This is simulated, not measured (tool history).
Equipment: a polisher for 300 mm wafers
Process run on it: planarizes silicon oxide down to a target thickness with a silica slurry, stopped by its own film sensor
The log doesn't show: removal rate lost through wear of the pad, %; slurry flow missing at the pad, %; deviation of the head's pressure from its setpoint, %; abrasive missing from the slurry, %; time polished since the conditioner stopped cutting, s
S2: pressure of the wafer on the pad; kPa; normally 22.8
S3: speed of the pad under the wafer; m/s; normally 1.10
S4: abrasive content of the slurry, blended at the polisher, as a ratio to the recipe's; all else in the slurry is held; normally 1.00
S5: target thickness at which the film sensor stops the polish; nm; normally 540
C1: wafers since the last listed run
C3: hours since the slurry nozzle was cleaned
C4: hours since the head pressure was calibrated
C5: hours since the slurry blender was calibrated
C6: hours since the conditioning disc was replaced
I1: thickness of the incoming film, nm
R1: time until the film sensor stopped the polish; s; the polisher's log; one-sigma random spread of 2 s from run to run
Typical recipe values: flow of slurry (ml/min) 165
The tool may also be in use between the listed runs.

run 1 hour=0.0 | flow_of_slurry_(ml/min)=165 S2=22.8 S3=1.10 S4=1.00 S5=540 | C1=0 wafers_polished_on_this_pad=3849 C3=731.5 C4=248.8 C5=594.5 C6=313.8 | I1=838.8 | R1=156.0
-- hour=9.5 slurry blender recalibrated
run 2 hour=91.0 | flow_of_slurry_(ml/min)=165 S2=22.8 S3=1.10 S4=1.00 S5=540 | C1=924 wafers_polished_on_this_pad=4773 C3=822.5 C4=339.8 C5=81.5 C6=404.8 | I1=840.8 | R1=138.6
-- hour=117.3 slurry nozzle cleaned
-- hour=149.2 worn pad replaced by a new one
run 3 hour=172.5 | flow_of_slurry_(ml/min)=165 S2=22.8 S3=1.22 S4=1.00 S5=540 | C1=794 wafers_polished_on_this_pad=241 C3=55.2 C4=421.3 C5=163.0 C6=486.3 | I1=832.8 | R1=133.6
run 4 hour=213.1 | flow_of_slurry_(ml/min)=165 S2=22.8 S3=1.10 S4=1.00 S5=540 | C1=421 wafers_polished_on_this_pad=663 C3=95.8 C4=461.9 C5=203.6 C6=526.9 | I1=853.3 | R1=156.0
-- hour=225.7 head pressure recalibrated
run 5 hour=254.4 | flow_of_slurry_(ml/min)=165 S2=22.8 S3=1.10 S4=1.00 S5=540 | C1=408 wafers_polished_on_this_pad=1071 C3=137.1 C4=28.7 C5=244.9 C6=568.2 | I1=838.3 | R1=149.0
-- hour=295.9 conditioning disc replaced and pad reconditioned
run 6 hour=347.4 | flow_of_slurry_(ml/min)=165 S2=22.8 S3=1.10 S4=1.20 S5=540 | C1=945 wafers_polished_on_this_pad=2016 C3=230.1 C4=121.7 C5=337.9 C6=51.5 | I1=846.8 | R1=147.2
run 7 hour=398.8 | flow_of_slurry_(ml/min)=165 S2=22.8 S3=1.28 S4=1.00 S5=540 | C1=533 wafers_polished_on_this_pad=2550 C3=281.5 C4=173.1 C5=389.3 C6=102.9 | I1=845.7 | R1=142.0
run 8 hour=442.0 | flow_of_slurry_(ml/min)=165 S2=22.8 S3=1.10 S4=1.00 S5=540 | C1=448 wafers_polished_on_this_pad=2998 C3=324.7 C4=216.3 C5=432.5 C6=146.1 | I1=827.5 | R1=148.5
-- hour=526.2 slurry blender recalibrated
run 9 hour=527.6 | flow_of_slurry_(ml/min)=205 S2=17.9 S3=1.46 S4=1.00 S5=508 | C1=868 wafers_polished_on_this_pad=3867 C3=410.3 C4=301.9 C5=1.4 C6=231.7 | I1=838.7 | R1=136.3
run 10 hour=571.1 | flow_of_slurry_(ml/min)=120 S2=29.0 S3=1.10 S4=0.80 S5=490 | C1=451 wafers_polished_on_this_pad=4318 C3=453.8 C4=345.4 C5=44.9 C6=275.2 | I1=851.5 | R1=160.7
-- hour=627.5 worn pad replaced by a new one
run 11 hour=637.6 | flow_of_slurry_(ml/min)=165 S2=18.6 S3=1.20 S4=1.00 S5=540 | C1=649 wafers_polished_on_this_pad=105 C3=520.3 C4=411.9 C5=111.4 C6=341.7 | I1=838.3 | R1=156.5
-- hour=761.4 conditioning disc replaced and pad reconditioned
run 12 hour=789.6 | flow_of_slurry_(ml/min)=165 S2=22.8 S3=1.10 S4=1.00 S5=540 | C1=1557 wafers_polished_on_this_pad=1663 C3=672.3 C4=563.9 C5=263.4 C6=28.2 | I1=856.2 | R1=165.4
-- hour=823.1 head pressure recalibrated
run 13 hour=832.6 | flow_of_slurry_(ml/min)=165 S2=22.8 S3=1.10 S4=1.00 S5=540 | C1=425 wafers_polished_on_this_pad=2088 C3=715.3 C4=9.5 C5=306.4 C6=71.2 | I1=838.7 | R1=154.8
-- hour=935.2 slurry nozzle cleaned
-- hour=993.6 slurry blender recalibrated
-- hour=1139.7 worn pad replaced by a new one
run 14 hour=1140.2 | flow_of_slurry_(ml/min)=165 S2=22.8 S3=1.10 S4=1.25 S5=479 | C1=3121 wafers_polished_on_this_pad=5 C3=205.0 C4=317.1 C5=146.6 C6=378.8 | I1=840.5 | R1=159.0
run 15 hour=1185.5 | flow_of_slurry_(ml/min)=165 S2=22.8 S3=0.80 S4=1.30 S5=540 | C1=470 wafers_polished_on_this_pad=475 C3=250.3 C4=362.4 C5=191.9 C6=424.1 | I1=837.9 | R1=169.9
run 16 hour=1223.6 | flow_of_slurry_(ml/min)=165 S2=22.8 S3=1.10 S4=1.00 S5=481 | C1=395 wafers_polished_on_this_pad=871 C3=288.4 C4=400.5 C5=230.0 C6=462.2 | I1=839.7 | R1=182.6
-- hour=1307.3 conditioning disc replaced and pad reconditioned
run 17 hour=1308.0 | flow_of_slurry_(ml/min)=165 S2=22.8 S3=0.90 S4=1.00 S5=540 | C1=855 wafers_polished_on_this_pad=1727 C3=372.8 C4=484.9 C5=314.4 C6=0.7 | I1=836.2 | R1=174.1
run 18 hour=1388.4 | flow_of_slurry_(ml/min)=205 S2=15.2 S3=1.34 S4=1.30 S5=540 | C1=834 wafers_polished_on_this_pad=2562 C3=453.2 C4=565.3 C5=394.8 C6=81.1 | I1=843.7 | R1=157.7
-- hour=1400.5 head pressure recalibrated
run 19 hour=1473.5 | flow_of_slurry_(ml/min)=165 S2=17.9 S3=1.10 S4=0.85 S5=579 | C1=862 wafers_polished_on_this_pad=3425 C3=538.3 C4=73.0 C5=479.9 C6=166.2 | I1=839.6 | R1=178.8
-- hour=1488.6 slurry blender recalibrated
run 20 hour=1534.0 | flow_of_slurry_(ml/min)=165 S2=26.2 S3=1.00 S4=0.90 S5=540 | C1=607 wafers_polished_on_this_pad=4032 C3=598.8 C4=133.5 C5=45.4 C6=226.7 | I1=833.6 | R1=138.6
run 21 hour=1582.0 | flow_of_slurry_(ml/min)=205 S2=22.8 S3=1.28 S4=1.00 S5=540 | C1=498 wafers_polished_on_this_pad=4531 C3=646.8 C4=181.5 C5=93.4 C6=274.7 | I1=835.4 | R1=121.5
run 22 hour=1666.8 | flow_of_slurry_(ml/min)=165 S2=22.8 S3=1.10 S4=1.00 S5=540 | C1=880 wafers_polished_on_this_pad=5411 C3=731.6 C4=266.3 C5=178.2 C6=359.5 | I1=845.7 | R1=154.2
-- hour=1718.0 slurry nozzle cleaned
run 23 hour=1745.3 | flow_of_slurry_(ml/min)=125 S2=22.8 S3=1.10 S4=1.00 S5=540 | C1=804 wafers_polished_on_this_pad=6216 C3=27.3 C4=344.8 C5=256.7 C6=438.0 | I1=832.4 | R1=155.5
-- hour=1753.8 worn pad replaced by a new one
run 24 hour=1794.9 | flow_of_slurry_(ml/min)=165 S2=22.8 S3=1.10 S4=1.00 S5=540 | C1=473 wafers_polished_on_this_pad=427 C3=76.9 C4=394.4 C5=306.3 C6=487.6 | I1=856.0 | R1=161.8
run 25 hour=1848.7 | flow_of_slurry_(ml/min)=165 S2=26.2 S3=1.10 S4=1.25 S5=540 | C1=558 wafers_polished_on_this_pad=985 C3=130.7 C4=448.2 C5=360.1 C6=541.4 | I1=846.5 | R1=129.2

Entry by entry between the runs, the difference in hidden state between the last listed run before and the first listed run after:
From run 1 to run 2: slurry blender recalibrated (hour 9.5)
  abrasive missing from the slurry, %: 35.8 -> 15.5
  what was measured, less what the result would be without the hidden state, R1: +27.7 -> +9.5 s
From run 2 to run 3: slurry nozzle cleaned (hour 117.3); worn pad replaced by a new one (hour 149.2)
  abrasive missing from the slurry, %: 15.5 -> 23.3
  what was measured, less what the result would be without the hidden state, R1: +9.5 -> +14.4 s
From run 4 to run 5: head pressure recalibrated (hour 225.7)
  abrasive missing from the slurry, %: 26.1 -> 28.4
  what was measured, less what the result would be without the hidden state, R1: +19.2 -> +20.1 s
From run 5 to run 6: conditioning disc replaced and pad reconditioned (hour 295.9)
  abrasive missing from the slurry, %: 28.4 -> 32
  what was measured, less what the result would be without the hidden state, R1: +20.1 -> +21.2 s
From run 8 to run 9: slurry blender recalibrated (hour 526.2)
  abrasive missing from the slurry, %: 34.2 -> 5.66
  what was measured, less what the result would be without the hidden state, R1: +25.0 -> +3.2 s
From run 10 to run 11: worn pad replaced by a new one (hour 627.5)
  abrasive missing from the slurry, %: 12.9 -> 21.1
  what was measured, less what the result would be without the hidden state, R1: +10.0 -> +15.1 s
From run 11 to run 12: conditioning disc replaced and pad reconditioned (hour 761.4)
  abrasive missing from the slurry, %: 21.1 -> 31.6
  what was measured, less what the result would be without the hidden state, R1: +15.1 -> +25.3 s
From run 12 to run 13: head pressure recalibrated (hour 823.1)
  abrasive missing from the slurry, %: 31.6 -> 33.3
  what was measured, less what the result would be without the hidden state, R1: +25.3 -> +25.2 s
From run 13 to run 14: slurry nozzle cleaned (hour 935.2); slurry blender recalibrated (hour 993.6); worn pad replaced by a new one (hour 1139.7)
  abrasive missing from the slurry, %: 33.3 -> 20.2
  what was measured, less what the result would be without the hidden state, R1: +25.2 -> +13.1 s
From run 16 to run 17: conditioning disc replaced and pad reconditioned (hour 1307.3)
  abrasive missing from the slurry, %: 25.8 -> 29.4
  what was measured, less what the result would be without the hidden state, R1: +22.2 -> +24.5 s
From run 18 to run 19: head pressure recalibrated (hour 1400.5)
  abrasive missing from the slurry, %: 31.6 -> 33.1
  what was measured, less what the result would be without the hidden state, R1: +21.5 -> +30.9 s
From run 19 to run 20: slurry blender recalibrated (hour 1488.6)
  abrasive missing from the slurry, %: 33.1 -> 12.6
  what was measured, less what the result would be without the hidden state, R1: +30.9 -> +8.0 s
From run 22 to run 23: slurry nozzle cleaned (hour 1718.0)
  abrasive missing from the slurry, %: 26.4 -> 30.9
  what was measured, less what the result would be without the hidden state, R1: +19.2 -> +23.3 s
From run 23 to run 24: worn pad replaced by a new one (hour 1753.8)
  abrasive missing from the slurry, %: 30.9 -> 32.9
  what was measured, less what the result would be without the hidden state, R1: +23.3 -> +26.1 s

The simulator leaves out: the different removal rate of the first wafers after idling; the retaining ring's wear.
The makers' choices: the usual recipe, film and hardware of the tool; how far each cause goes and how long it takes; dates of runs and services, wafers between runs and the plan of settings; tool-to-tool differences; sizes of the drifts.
